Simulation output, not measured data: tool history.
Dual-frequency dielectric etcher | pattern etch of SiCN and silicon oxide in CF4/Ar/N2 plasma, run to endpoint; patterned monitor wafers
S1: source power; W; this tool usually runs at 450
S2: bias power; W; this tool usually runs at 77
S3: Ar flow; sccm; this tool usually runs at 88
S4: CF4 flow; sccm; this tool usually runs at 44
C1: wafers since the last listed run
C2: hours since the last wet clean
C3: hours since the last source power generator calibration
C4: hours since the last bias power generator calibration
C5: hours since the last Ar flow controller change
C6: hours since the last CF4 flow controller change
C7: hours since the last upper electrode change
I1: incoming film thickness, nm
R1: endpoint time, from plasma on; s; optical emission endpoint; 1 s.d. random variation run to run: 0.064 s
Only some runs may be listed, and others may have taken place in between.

| run | hour | S1 | S2 | S3 | S4 | C1 | C2 | C3 | C4 | C5 | C6 | C7 | I1 | R1 |
|---|---|---|---|---|---|---|---|---|---|---|---|---|---|---|
| 1 | 0 | 450 | 77 | 88 | 44 | 0 | 333.4 | 0.5 | 4779.8 | 404.8 | 1447.8 | 494 | 9.08 | 11.5 |
| 2 | 61.4 | 450 | 77 | 95 | 50 | 1312 | 394.8 | 61.9 | 4841.2 | 466.2 | 1509.2 | 555.4 | 9.06 | 11.2 |
| 3 | 89.9 | 530 | 77 | 88 | 34 | 609 | 423.3 | 90.4 | 4869.7 | 494.7 | 1537.7 | 583.9 | 9.11 | 10.6 |
| 4 | 283.5 | 480 | 67 | 102 | 38 | 4137 | 616.9 | 284 | 5063.3 | 688.3 | 1731.3 | 777.5 | 9.1 | 12.1 |
|  | 332.2 | wet clean of the chamber |
| 5 | 348.6 | 450 | 77 | 88 | 44 | 878 | 16.4 | 349.1 | 5128.4 | 753.4 | 1796.4 | 842.6 | 9.08 | 12 |
| 6 | 409.2 | 450 | 77 | 88 | 44 | 1295 | 77 | 409.7 | 5189 | 814 | 1857 | 903.2 | 8.97 | 11.7 |
| 7 | 448.4 | 450 | 88 | 88 | 44 | 837 | 116.2 | 448.9 | 5228.2 | 853.2 | 1896.2 | 942.4 | 9.09 | 11.2 |
| 8 | 513.8 | 340 | 84 | 94 | 44 | 1397 | 181.6 | 514.3 | 5293.6 | 918.6 | 1961.6 | 1007.8 | 9.1 | 13.7 |
| 9 | 563.4 | 450 | 77 | 88 | 51 | 1060 | 231.2 | 563.9 | 5343.2 | 968.2 | 2011.2 | 1057.4 | 9.14 | 11.6 |
|  | 584.3 | CF4 flow controller replaced |
|  | 609 | bias power generator calibrated |
| 10 | 610.5 | 490 | 66 | 102 | 44 | 792 | 278.3 | 611 | 1.5 | 1015.3 | 26.2 | 1104.5 | 9.03 | 11.9 |
| 11 | 652.4 | 450 | 63 | 88 | 44 | 895 | 320.2 | 652.9 | 43.4 | 1057.2 | 68.1 | 1146.4 | 9.08 | 12.7 |
| 12 | 707.5 | 380 | 77 | 88 | 44 | 1177 | 375.3 | 708 | 98.5 | 1112.3 | 123.2 | 1201.5 | 9.09 | 13 |
| 13 | 764.5 | 360 | 70 | 108 | 44 | 1218 | 432.3 | 765 | 155.5 | 1169.3 | 180.2 | 1258.5 | 9.04 | 14.3 |
|  | 892.6 | wet clean of the chamber |
| 14 | 967 | 450 | 59 | 88 | 52 | 3814 | 74.4 | 967.5 | 358 | 1371.8 | 382.7 | 1461 | 9.16 | 13.3 |
| 15 | 996.2 | 450 | 77 | 82 | 34 | 624 | 103.6 | 996.7 | 387.2 | 1401 | 411.9 | 1490.2 | 9.07 | 12.4 |
| 16 | 1026.2 | 500 | 77 | 88 | 47 | 641 | 133.6 | 1026.7 | 417.2 | 1431 | 441.9 | 1520.2 | 9.19 | 11.3 |
| 17 | 1096.3 | 500 | 77 | 88 | 47 | 1498 | 203.7 | 1096.8 | 487.3 | 1501.1 | 512 | 1590.3 | 9.09 | 11 |
| 18 | 1166 | 450 | 77 | 88 | 44 | 1489 | 273.4 | 1166.5 | 557 | 1570.8 | 581.7 | 1660 | 9.1 | 12 |
| 19 | 1210.7 | 530 | 82 | 70 | 35 | 955 | 318.1 | 1211.2 | 601.7 | 1615.5 | 626.4 | 1704.7 | 9.09 | 10.4 |
| 20 | 1235.7 | 410 | 69 | 101 | 49 | 534 | 343.1 | 1236.2 | 626.7 | 1640.5 | 651.4 | 1729.7 | 9.13 | 13.4 |
| 21 | 1279.3 | 450 | 77 | 88 | 44 | 931 | 386.7 | 1279.8 | 670.3 | 1684.1 | 695 | 1773.3 | 9.11 | 11.8 |
| 22 | 1435.8 | 450 | 69 | 102 | 44 | 3344 | 543.2 | 1436.3 | 826.8 | 1840.6 | 851.5 | 1929.8 | 9.1 | 12.6 |
| 23 | 1499.3 | 450 | 77 | 88 | 44 | 1357 | 606.7 | 1499.8 | 890.3 | 1904.1 | 915 | 1993.3 | 9.12 | 11.7 |
|  | 1586.7 | wet clean of the chamber |
| 24 | 1649.8 | 450 | 77 | 88 | 39 | 2703 | 63.1 | 1650.3 | 1040.8 | 2054.6 | 1065.5 | 2143.8 | 9.17 | 12.4 |
| 25 | 1691 | 450 | 77 | 88 | 54 | 880 | 104.3 | 1691.5 | 1082 | 2095.8 | 1106.7 | 2185 | 9.12 | 11.6 |

Per-run results on a tool with no hidden state, each run keeping its own random variation:
Hidden conditions of the tool in this case: etch rate over this chamber's usual, %; source power that arrives over what is set, %; bias power that arrives over what is set, %; Ar flow that arrives over what is set, %; CF4 flow that arrives over what is set, %.
| run | R1 |
|---|---|
| 1 | 11.9 |
| 2 | 11.7 |
| 3 | 11.1 |
| 4 | 12.8 |
| 5 | 12 |
| 6 | 11.7 |
| 7 | 11.2 |
| 8 | 13.8 |
| 9 | 11.7 |
| 10 | 12.1 |
| 11 | 12.9 |
| 12 | 13.2 |
| 13 | 14.7 |
| 14 | 13.1 |
| 15 | 12.3 |
| 16 | 11.1 |
| 17 | 10.9 |
| 18 | 12 |
| 19 | 10.4 |
| 20 | 13.4 |
| 21 | 11.9 |
| 22 | 12.8 |
| 23 | 11.9 |
| 24 | 12.3 |
| 25 | 11.6 |
